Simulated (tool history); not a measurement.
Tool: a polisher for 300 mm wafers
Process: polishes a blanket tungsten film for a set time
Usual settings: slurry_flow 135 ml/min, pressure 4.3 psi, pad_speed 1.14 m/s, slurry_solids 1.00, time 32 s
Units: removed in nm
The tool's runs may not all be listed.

run,hour,slurry_flow,pressure,pad_speed,slurry_solids,time,wafers since the last listed run,wafers polished on this pad,hours since the slurry nozzle was cleaned,hours since the head pressure was calibrated,hours since the slurry blender was calibrated,hours since the slurry got fresh peroxide,"incoming thickness of the incoming film, nm",removed
1,0.0,135,4.3,1.14,1.00,32,0,29,122.5,1267.3,80.1,51.3,1459.1,179.0
2,30.0,135,4.3,1.14,1.00,32,265,294,152.5,1297.3,110.1,81.3,1457.0,176.4
3,44.0,135,4.3,1.14,1.00,32,123,418,166.5,1311.3,124.1,95.3,1476.4,176.5
# hour 59.5: slurry blender recalibrated
4,70.0,135,4.3,1.14,1.00,32,212,630,192.5,1337.3,10.5,121.3,1471.5,173.8
# hour 87.2: slurry tank refilled with fresh slurry and peroxide
5,96.2,135,4.3,1.14,1.00,32,222,853,218.7,1363.5,36.7,9.0,1465.6,174.3
# hour 135.5: worn pad replaced by a new one
6,139.9,135,4.3,1.40,1.00,32,351,38,262.4,1407.2,80.4,52.7,1463.3,205.1
7,166.5,135,4.8,1.14,1.00,32,235,274,289.0,1433.8,107.0,79.3,1443.3,192.0
8,199.7,135,4.8,1.14,1.00,32,293,567,322.2,1467.0,140.2,112.5,1454.2,192.1
# hour 204.6: slurry blender recalibrated
9,218.8,135,4.8,1.14,1.00,32,151,719,341.3,1486.1,14.2,131.6,1467.5,188.8
# hour 243.5: slurry tank refilled with fresh slurry and peroxide
10,244.9,135,4.3,1.14,1.00,32,222,941,367.4,1512.2,40.3,1.4,1426.7,169.5
11,266.0,135,4.3,1.24,1.00,32,186,1127,388.5,1533.3,61.4,22.5,1447.6,179.0
# hour 285.6: worn pad replaced by a new one
12,286.1,135,4.3,1.24,1.00,32,142,4,408.6,1553.4,81.5,42.6,1436.5,176.7
13,307.6,175,4.3,1.14,1.00,32,190,194,430.1,1574.9,103.0,64.1,1458.1,175.8
# hour 336.8: slurry blender recalibrated
14,339.0,135,4.3,1.14,1.00,35,260,454,461.5,1606.3,2.2,95.5,1457.7,178.8
# hour 349.3: head pressure recalibrated
15,355.6,135,3.0,0.98,1.20,32,129,583,478.1,6.3,18.8,112.1,1445.2,111.0
# hour 366.0: slurry tank refilled with fresh slurry and peroxide
16,372.6,135,4.3,1.14,1.00,32,141,724,495.1,23.3,35.8,6.6,1470.9,160.5
# hour 378.2: slurry nozzle cleaned
17,384.9,135,4.3,0.74,1.00,32,99,824,6.7,35.6,48.1,18.9,1468.9,130.2
# hour 422.0: worn pad replaced by a new one
18,457.3,135,4.3,1.40,1.00,32,604,312,79.1,108.0,120.5,91.3,1452.0,207.7
# hour 476.9: slurry blender recalibrated
19,488.9,135,4.3,1.44,1.10,32,261,574,110.7,139.6,12.0,122.9,1450.9,217.9
20,501.6,150,4.3,1.14,1.00,41,112,686,123.4,152.3,24.7,135.6,1480.3,231.5
21,516.7,160,4.3,1.14,1.10,32,133,820,138.5,167.4,39.8,150.7,1452.2,184.9
# hour 521.2: slurry tank refilled with fresh slurry and peroxide
# hour 536.3: worn pad replaced by a new one
22,543.0,135,4.3,0.76,1.00,32,188,59,164.8,193.7,66.1,21.8,1477.0,131.6
23,562.9,135,4.3,1.14,1.10,38,176,235,184.7,213.6,86.0,41.7,1474.8,217.2
24,582.1,175,4.3,1.14,0.85,28,169,405,203.9,232.8,105.2,60.9,1468.0,151.9
25,598.0,135,4.3,1.14,1.00,32,140,545,219.8,248.7,121.1,76.8,1446.0,175.3
# hour 614.1: slurry blender recalibrated
26,614.7,135,4.3,1.44,1.10,32,130,675,236.5,265.4,0.6,93.5,1440.1,218.3

4 ways to go on from here, each from the tool as it stands after run 26. What would each give?
A,615.1,135,4.3,1.14,1.00,38,3,679,236.9,265.8,1.0,93.9,1470.2,?
B,615.1,160,4.3,1.14,1.00,32,3,679,236.9,265.8,1.0,93.9,1470.2,?
C,615.1,135,4.3,1.44,1.25,32,3,679,236.9,265.8,1.0,93.9,1470.2,?
D,615.1,135,4.3,1.14,1.00,27,3,679,236.9,265.8,1.0,93.9,1470.2,?

run,removed
A,206.4
B,179.9
C,224.1
D,146.6
Without the tool's hidden state the same runs would have given:
run,removed
A,210.8
B,183.2
C,228.9
D,149.8
